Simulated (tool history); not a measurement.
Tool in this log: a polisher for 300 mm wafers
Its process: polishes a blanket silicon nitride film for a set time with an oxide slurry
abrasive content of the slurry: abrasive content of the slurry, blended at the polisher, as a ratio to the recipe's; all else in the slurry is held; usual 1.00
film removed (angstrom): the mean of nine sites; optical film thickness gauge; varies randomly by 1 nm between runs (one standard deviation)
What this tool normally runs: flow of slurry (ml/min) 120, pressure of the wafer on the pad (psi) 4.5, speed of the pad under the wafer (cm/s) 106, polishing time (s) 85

run    hour  flow of slurry (ml/min)  pressure of the wafer on the pad (psi)  speed of the pad under the wafer (cm/s)  abrasive content of the slurry  polishing time (s)  incoming thickness of the incoming film, nm  film removed (angstrom)
  1     0.0                      120                                     4.5                                      106                            1.00                  72                                        310.8                      582
       43.6  -- head pressure recalibrated
  2    50.2                      120                                     4.5                                      106                            1.00                  85                                        307.4                      669
       64.2  -- conditioning disc replaced and pad reconditioned
  3   116.0                      120                                     4.5                                      106                            1.00                  85                                        307.0                      711
  4   171.2                      120                                     4.5                                      106                            1.00                  85                                        311.1                      683
  5   206.2                      120                                     4.5                                      106                            1.00                  85                                        312.0                      684
      210.3  -- worn pad replaced by a new one
  6   263.2                      120                                     4.5                                       94                            1.00                  85                                        309.0                      606
      272.5  -- slurry blender recalibrated
  7   309.0                      120                                     4.5                                       94                            1.00                  85                                        311.7                      656
  8   374.0                      120                                     4.5                                      106                            1.00                  85                                        309.5                      662
  9   400.2                      120                                     4.5                                      106                            1.00                  85                                        312.8                      644
      407.3  -- head pressure recalibrated
      426.0  -- conditioning disc replaced and pad reconditioned
 10   459.8                      120                                     4.5                                      106                            1.00                  85                                        314.4                      714
 11   509.1                      120                                     4.5                                      106                            1.00                  85                                        304.9                      683
      521.0  -- worn pad replaced by a new one
 12   538.6                      120                                     3.2                                      134                            1.20                  85                                        311.1                      567
 13   589.4                       90                                     4.5                                      138                            1.25                  85                                        312.6                      755
      620.4  -- slurry blender recalibrated
 14   630.1                      120                                     4.5                                      106                            1.00                  64                                        308.9                      527
 15   660.3                       95                                     4.5                                      106                            1.15                  93                                        311.4                      760
 16   702.2                      120                                     4.5                                       80                            0.80                  98                                        307.1                      644
      711.3  -- slurry nozzle cleaned
 17   752.5                       90                                     4.5                                      106                            1.00                  85                                        309.2                      611
      763.6  -- head pressure recalibrated
 18   777.5                      120                                     4.5                                      106                            1.00                  85                                        311.8                      647
      796.9  -- worn pad replaced by a new one
      814.2  -- conditioning disc replaced and pad reconditioned
 19   834.7                      110                                     5.6                                      130                            1.00                  97                                        315.7                     1109
 20   869.0                      120                                     4.5                                      106                            1.00                  85                                        314.0                      686
 21   911.0                      120                                     5.6                                      106                            0.80                  85                                        308.1                      782
      913.4  -- slurry blender recalibrated
 22   964.4                      120                                     4.9                                      122                            0.80                  85                                        314.4                      796
 23  1008.3                      120                                     4.5                                      118                            1.00                  85                                        308.6                      756
 24  1070.0                      120                                     4.5                                      106                            1.00                  85                                        315.0                      670
     1096.8  -- worn pad replaced by a new one
     1108.3  -- head pressure recalibrated
 25  1125.4                      120                                     4.5                                      106                            1.00                  85                                        309.6                      642
     1172.7  -- conditioning disc replaced and pad reconditioned
     1256.4  -- slurry blender recalibrated
 26  1285.1                      130                                     4.5                                       90                            1.25                  85                                        315.4                      700

Run-by-run hidden state of the tool:
removal rate lost through wear of the pad, %: 0 across all the runs
slurry flow missing at the pad, %: 0 across all the runs
deviation of the head's pressure from its setpoint, %: 0 across all the runs
H1: abrasive missing from the slurry, %
H2: time polished since the conditioner stopped cutting, s
run    H1    H2
  1  1.46   102
  2  3.42   136
  3   8.8  22.8
  4  15.8  32.1
  5  21.4  41.4
  6  32.4  62.1
  7  3.43  83.8
  8  6.73   122
  9  8.94   140
 10  15.9  9.58
 11  23.6  15.7
 12    29  21.9
 13    40  36.8
 14  2.31  52.7
 15  2.87  66.8
 16  4.75  89.6
 17  8.72   122
 18  11.4   140
 19  19.2  13.5
 20  25.1  16.3
 21  33.4    23
 22  2.34  37.1
 23   4.7  53.2
 24  10.4  82.8
 25    18   116
 26   2.9  30.7

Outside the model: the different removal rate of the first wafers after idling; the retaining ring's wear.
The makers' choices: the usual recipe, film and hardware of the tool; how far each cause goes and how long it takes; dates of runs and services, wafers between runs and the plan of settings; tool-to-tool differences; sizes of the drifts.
